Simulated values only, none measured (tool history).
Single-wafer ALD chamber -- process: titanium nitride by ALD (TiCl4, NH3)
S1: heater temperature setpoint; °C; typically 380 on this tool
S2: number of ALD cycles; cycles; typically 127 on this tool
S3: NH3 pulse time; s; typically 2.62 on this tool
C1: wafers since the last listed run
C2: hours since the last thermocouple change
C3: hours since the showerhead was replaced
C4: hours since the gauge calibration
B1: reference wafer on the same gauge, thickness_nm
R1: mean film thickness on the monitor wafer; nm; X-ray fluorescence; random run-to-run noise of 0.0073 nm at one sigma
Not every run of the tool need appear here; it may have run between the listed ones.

{"run": 1, "day": 0.0, "S1": 376, "S2": 127, "S3": 2.62, "C1": 0, "C2": 2339.3, "C3": 5315.8, "C4": 84.2, "B1": 2.812, "R1": 2.945}
{"run": 2, "day": 0.658, "S1": 380, "S2": 127, "S3": 2.62, "C1": 26, "C2": 2355.1, "C3": 5331.6, "C4": 100.0, "B1": 2.818, "R1": 2.951}
{"run": 3, "day": 1.058, "S1": 380, "S2": 136, "S3": 2.62, "C1": 15, "C2": 2364.7, "C3": 5341.2, "C4": 109.6, "B1": 2.816, "R1": 3.17}
{"run": 4, "day": 1.308, "S1": 380, "S2": 136, "S3": 2.62, "C1": 9, "C2": 2370.7, "C3": 5347.2, "C4": 115.6, "B1": 2.82, "R1": 3.174}
{"run": 5, "day": 2.979, "S1": 380, "S2": 136, "S3": 2.62, "C1": 66, "C2": 2410.8, "C3": 5387.3, "C4": 155.7, "B1": 2.826, "R1": 3.191}
{"run": 6, "day": 3.4, "S1": 380, "S2": 127, "S3": 2.62, "C1": 16, "C2": 2420.9, "C3": 5397.4, "C4": 165.8, "B1": 2.826, "R1": 2.97}
{"run": 7, "day": 4.021, "S1": 380, "S2": 127, "S3": 2.62, "C1": 24, "C2": 2435.8, "C3": 5412.3, "C4": 180.7, "B1": 2.826, "R1": 2.969}
{"day": 4.358, "done": "thermocouple changed; heater temperature recalibrated"}
{"run": 8, "day": 4.379, "S1": 376, "S2": 118, "S3": 2.62, "C1": 0, "C2": 0.5, "C3": 5420.9, "C4": 189.3, "B1": 2.829, "R1": 2.75}
{"run": 9, "day": 4.971, "S1": 376, "S2": 118, "S3": 2.62, "C1": 23, "C2": 14.7, "C3": 5435.1, "C4": 203.5, "B1": 2.831, "R1": 2.746}
{"run": 10, "day": 5.45, "S1": 376, "S2": 118, "S3": 2.62, "C1": 19, "C2": 26.2, "C3": 5446.6, "C4": 215.0, "B1": 2.83, "R1": 2.751}
{"day": 5.862, "done": "showerhead replaced"}
{"run": 11, "day": 5.883, "S1": 380, "S2": 118, "S3": 2.62, "C1": 3, "C2": 36.6, "C3": 0.5, "C4": 225.4, "B1": 2.83, "R1": 2.745}
{"run": 12, "day": 6.367, "S1": 380, "S2": 118, "S3": 2.62, "C1": 19, "C2": 48.2, "C3": 12.1, "C4": 237.0, "B1": 2.831, "R1": 2.764}
{"run": 13, "day": 6.988, "S1": 387, "S2": 150, "S3": 2.91, "C1": 24, "C2": 63.1, "C3": 27.0, "C4": 251.9, "B1": 2.836, "R1": 3.541}
{"day": 7.308, "done": "gauge calibrated"}
{"run": 14, "day": 8.558, "S1": 380, "S2": 147, "S3": 2.62, "C1": 62, "C2": 100.8, "C3": 64.7, "C4": 30.0, "B1": 2.81, "R1": 3.415}
{"run": 15, "day": 8.846, "S1": 372, "S2": 127, "S3": 2.03, "C1": 11, "C2": 107.7, "C3": 71.6, "C4": 36.9, "B1": 2.809, "R1": 2.884}
{"run": 16, "day": 9.458, "S1": 370, "S2": 127, "S3": 2.62, "C1": 24, "C2": 122.4, "C3": 86.3, "C4": 51.6, "B1": 2.809, "R1": 2.909}
{"run": 17, "day": 10.029, "S1": 388, "S2": 127, "S3": 2.62, "C1": 22, "C2": 136.1, "C3": 100.0, "C4": 65.3, "B1": 2.81, "R1": 2.948}
{"run": 18, "day": 10.346, "S1": 391, "S2": 141, "S3": 1.98, "C1": 12, "C2": 143.7, "C3": 107.6, "C4": 72.9, "B1": 2.814, "R1": 3.266}
{"run": 19, "day": 10.638, "S1": 380, "S2": 127, "S3": 2.62, "C1": 11, "C2": 150.7, "C3": 114.6, "C4": 79.9, "B1": 2.813, "R1": 2.945}
{"run": 20, "day": 11.271, "S1": 370, "S2": 127, "S3": 2.62, "C1": 25, "C2": 165.9, "C3": 129.8, "C4": 95.1, "B1": 2.817, "R1": 2.904}
{"run": 21, "day": 11.654, "S1": 380, "S2": 127, "S3": 2.62, "C1": 15, "C2": 175.1, "C3": 139.0, "C4": 104.3, "B1": 2.817, "R1": 2.946}
{"run": 22, "day": 12.142, "S1": 380, "S2": 110, "S3": 3.38, "C1": 19, "C2": 186.8, "C3": 150.7, "C4": 116.0, "B1": 2.817, "R1": 2.584}
{"run": 23, "day": 12.575, "S1": 367, "S2": 127, "S3": 2.62, "C1": 17, "C2": 197.2, "C3": 161.1, "C4": 126.4, "B1": 2.817, "R1": 2.915}
{"run": 24, "day": 13.042, "S1": 380, "S2": 127, "S3": 2.62, "C1": 18, "C2": 208.4, "C3": 172.3, "C4": 137.6, "B1": 2.82, "R1": 2.967}

Hidden state at the last listed run before each entry between runs and at the first one after, where it differs:
In the gap between runs 7 and 8: thermocouple changed; heater temperature recalibrated (day 4.358)
  gauge reads high (%): 0.953 -> 0.987
  measured value less the no-hidden-state value, R1: +0.028 -> +0.027 nm
In the gap between runs 10 and 11: showerhead replaced (day 5.862)
  gauge reads high (%): 1.09 -> 1.13
  measured value less the no-hidden-state value, R1: +0.029 -> +0.031 nm
In the gap between runs 13 and 14: gauge calibrated (day 7.308)
  gauge reads high (%): 1.24 -> 0.312
  measured value less the no-hidden-state value, R1: +0.043 -> +0.011 nm
